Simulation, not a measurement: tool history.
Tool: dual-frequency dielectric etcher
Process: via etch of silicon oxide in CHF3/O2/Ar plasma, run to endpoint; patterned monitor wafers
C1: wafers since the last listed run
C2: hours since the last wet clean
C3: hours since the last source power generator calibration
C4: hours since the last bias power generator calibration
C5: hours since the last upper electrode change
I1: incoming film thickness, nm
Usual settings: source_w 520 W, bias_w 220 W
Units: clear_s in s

{"run": 1, "day": 0.0, "source_w": 620, "bias_w": 220, "C1": 0, "C2": 365.5, "C3": 4593.7, "C4": 2864.6, "C5": 6520.0, "I1": 494.2, "clear_s": 244.5}
{"run": 2, "day": 0.258, "source_w": 610, "bias_w": 220, "C1": 37, "C2": 371.7, "C3": 4599.9, "C4": 2870.8, "C5": 6526.2, "I1": 494.1, "clear_s": 244.7}
{"run": 3, "day": 0.662, "source_w": 610, "bias_w": 220, "C1": 58, "C2": 381.4, "C3": 4609.6, "C4": 2880.5, "C5": 6535.9, "I1": 488.4, "clear_s": 242.7}
{"run": 4, "day": 1.379, "source_w": 520, "bias_w": 206, "C1": 103, "C2": 398.6, "C3": 4626.8, "C4": 2897.7, "C5": 6553.1, "I1": 495.8, "clear_s": 278.1}
{"day": 3.0, "done": "wet clean of the chamber"}
{"run": 5, "day": 3.021, "source_w": 520, "bias_w": 206, "C1": 92, "C2": 0.5, "C3": 4666.2, "C4": 2937.1, "C5": 6592.5, "I1": 486.0, "clear_s": 261.1}
{"run": 6, "day": 3.038, "source_w": 520, "bias_w": 206, "C1": 2, "C2": 0.9, "C3": 4666.6, "C4": 2937.5, "C5": 6592.9, "I1": 496.8, "clear_s": 266.2}
{"run": 7, "day": 3.171, "source_w": 520, "bias_w": 220, "C1": 19, "C2": 4.1, "C3": 4669.8, "C4": 2940.7, "C5": 6596.1, "I1": 492.0, "clear_s": 253.9}
{"run": 8, "day": 3.596, "source_w": 520, "bias_w": 220, "C1": 61, "C2": 14.3, "C3": 4680.0, "C4": 2950.9, "C5": 6606.3, "I1": 490.1, "clear_s": 254.0}
{"run": 9, "day": 4.171, "source_w": 520, "bias_w": 220, "C1": 83, "C2": 28.1, "C3": 4693.8, "C4": 2964.7, "C5": 6620.1, "I1": 494.9, "clear_s": 255.2}
{"run": 10, "day": 4.654, "source_w": 450, "bias_w": 201, "C1": 69, "C2": 39.7, "C3": 4705.4, "C4": 2976.3, "C5": 6631.7, "I1": 492.7, "clear_s": 290.5}
{"run": 11, "day": 5.083, "source_w": 520, "bias_w": 220, "C1": 62, "C2": 50.0, "C3": 4715.7, "C4": 2986.6, "C5": 6642.0, "I1": 494.2, "clear_s": 258.0}
{"day": 6.071, "done": "bias power generator calibrated"}
{"day": 6.117, "done": "source power generator calibrated"}
{"day": 6.321, "done": "upper electrode replaced"}
{"run": 12, "day": 6.342, "source_w": 570, "bias_w": 239, "C1": 121, "C2": 80.2, "C3": 5.4, "C4": 6.5, "C5": 0.5, "I1": 491.2, "clear_s": 232.9}
{"run": 13, "day": 6.358, "source_w": 560, "bias_w": 236, "C1": 2, "C2": 80.6, "C3": 5.8, "C4": 6.9, "C5": 0.9, "I1": 493.6, "clear_s": 240.2}
{"run": 14, "day": 6.375, "source_w": 520, "bias_w": 220, "C1": 2, "C2": 81.0, "C3": 6.2, "C4": 7.3, "C5": 1.3, "I1": 499.4, "clear_s": 260.7}
{"run": 15, "day": 7.096, "source_w": 400, "bias_w": 203, "C1": 104, "C2": 98.3, "C3": 23.5, "C4": 24.6, "C5": 18.6, "I1": 494.3, "clear_s": 308.1}
{"run": 16, "day": 7.433, "source_w": 600, "bias_w": 171, "C1": 48, "C2": 106.4, "C3": 31.6, "C4": 32.7, "C5": 26.7, "I1": 486.4, "clear_s": 273.0}
{"run": 17, "day": 7.762, "source_w": 420, "bias_w": 199, "C1": 47, "C2": 114.3, "C3": 39.5, "C4": 40.6, "C5": 34.6, "I1": 493.4, "clear_s": 303.6}
{"run": 18, "day": 8.058, "source_w": 450, "bias_w": 201, "C1": 42, "C2": 121.4, "C3": 46.6, "C4": 47.7, "C5": 41.7, "I1": 489.1, "clear_s": 290.2}
{"run": 19, "day": 8.575, "source_w": 520, "bias_w": 220, "C1": 74, "C2": 133.8, "C3": 59.0, "C4": 60.1, "C5": 54.1, "I1": 493.7, "clear_s": 257.9}

5 ways to go on from here, each from the tool as it stands after run 19. What would each give?
{"run": "A", "day": 8.596, "source_w": 520, "bias_w": 220, "C1": 3, "C2": 134.3, "C3": 59.5, "C4": 60.6, "C5": 54.6, "I1": 492.9, "clear_s": "?"}
{"run": "B", "day": 8.596, "source_w": 460, "bias_w": 220, "C1": 3, "C2": 134.3, "C3": 59.5, "C4": 60.6, "C5": 54.6, "I1": 492.9, "clear_s": "?"}
{"run": "C", "day": 8.596, "source_w": 520, "bias_w": 238, "C1": 3, "C2": 134.3, "C3": 59.5, "C4": 60.6, "C5": 54.6, "I1": 492.9, "clear_s": "?"}
{"run": "D", "day": 8.596, "source_w": 520, "bias_w": 175, "C1": 3, "C2": 134.3, "C3": 59.5, "C4": 60.6, "C5": 54.6, "I1": 492.9, "clear_s": "?"}
{"run": "E", "day": 8.596, "source_w": 430, "bias_w": 196, "C1": 3, "C2": 134.3, "C3": 59.5, "C4": 60.6, "C5": 54.6, "I1": 492.9, "clear_s": "?"}

run=A clear_s=256.4
run=B clear_s=272.8
run=C clear_s=245.4
run=D clear_s=293.4
run=E clear_s=302.3
Without the tool's hidden state the same runs would have given:
run=A clear_s=252.0
run=B clear_s=268.1
run=C clear_s=241.2
run=D clear_s=288.3
run=E clear_s=297.1
